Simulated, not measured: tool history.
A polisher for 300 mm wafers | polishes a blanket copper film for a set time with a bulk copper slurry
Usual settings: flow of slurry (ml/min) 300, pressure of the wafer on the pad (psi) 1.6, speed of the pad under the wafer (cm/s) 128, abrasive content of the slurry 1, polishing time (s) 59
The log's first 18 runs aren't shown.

| run | day | flow of slurry (ml/min) | pressure of the wafer on the pad (psi) | speed of the pad under the wafer (cm/s) | abrasive content of the slurry | polishing time (s) | wafers since the last listed run | wafers polished on this pad | hours since the slurry nozzle was cleaned | hours since the head pressure was calibrated | hours since the slurry blender was calibrated | incoming thickness of the incoming film, nm | film removed (nm) |
|---|---|---|---|---|---|---|---|---|---|---|---|---|---|
| 19 | 23.754 | 300 | 2.1 | 128 | 1.25 | 59 | 260 | 1303 | 61.2 | 113.7 | 48.2 | 2231.1 | 449 |
|  | 25.921 | worn pad replaced by a new one |
| 20 | 28 | 300 | 1.6 | 128 | 1 | 59 | 1062 | 541 | 163.1 | 215.6 | 150.1 | 2215.4 | 359.5 |
| 21 | 28.971 | 300 | 1.6 | 128 | 1 | 59 | 252 | 794 | 186.4 | 238.9 | 173.4 | 2243.9 | 354 |
| 22 | 30.025 | 300 | 1.6 | 96 | 1 | 59 | 274 | 1069 | 211.7 | 264.2 | 198.7 | 2257.3 | 266.4 |
| 23 | 31.425 | 300 | 1.6 | 128 | 1 | 52 | 364 | 1433 | 245.3 | 297.8 | 232.3 | 2209.5 | 315.5 |
| 24 | 32.146 | 300 | 1.1 | 116 | 1.1 | 73 | 187 | 1621 | 262.6 | 315.1 | 249.6 | 2256.7 | 319.4 |
| 25 | 33.458 | 300 | 1.6 | 128 | 0.8 | 59 | 341 | 1963 | 294.1 | 346.6 | 281.1 | 2286.3 | 334.4 |
|  | 34.133 | worn pad replaced by a new one |
| 26 | 34.154 | 300 | 2.1 | 128 | 1.25 | 59 | 137 | 5 | 310.8 | 363.3 | 297.8 | 2235.6 | 457.7 |
| 27 | 35.358 | 335 | 1.6 | 128 | 1 | 40 | 313 | 318 | 339.7 | 392.2 | 326.7 | 2248.7 | 237.9 |
| 28 | 36.238 | 300 | 1.6 | 128 | 1 | 59 | 229 | 547 | 360.8 | 413.3 | 347.8 | 2284.6 | 354.3 |
| 29 | 38.662 | 300 | 2.1 | 156 | 0.85 | 72 | 631 | 1179 | 419 | 471.5 | 406 | 2218.9 | 599 |
| 30 | 40.042 | 300 | 1.6 | 128 | 1 | 59 | 359 | 1538 | 452.1 | 504.6 | 439.1 | 2222.1 | 344.5 |

Forecast each of these 4 alternatives for the next run:
| A | 40.058 | 300 | 1.6 | 128 | 1 | 59 | 4 | 1543 | 452.5 | 505 | 439.5 | 2219.2 | ? |
| B | 40.058 | 370 | 1.9 | 172 | 1 | 59 | 4 | 1543 | 452.5 | 505 | 439.5 | 2219.2 | ? |
| C | 40.058 | 300 | 1.6 | 168 | 1 | 72 | 4 | 1543 | 452.5 | 505 | 439.5 | 2219.2 | ? |
| D | 40.058 | 350 | 1.3 | 110 | 0.75 | 59 | 4 | 1543 | 452.5 | 505 | 439.5 | 2219.2 | ? |

| run | film removed (nm) |
|---|---|
| A | 343.7 |
| B | 521.5 |
| C | 537.3 |
| D | 246.8 |
Without the tool's hidden state the same runs would have given:
| run | film removed (nm) |
|---|---|
| A | 351.5 |
| B | 531 |
| C | 549.4 |
| D | 251.6 |
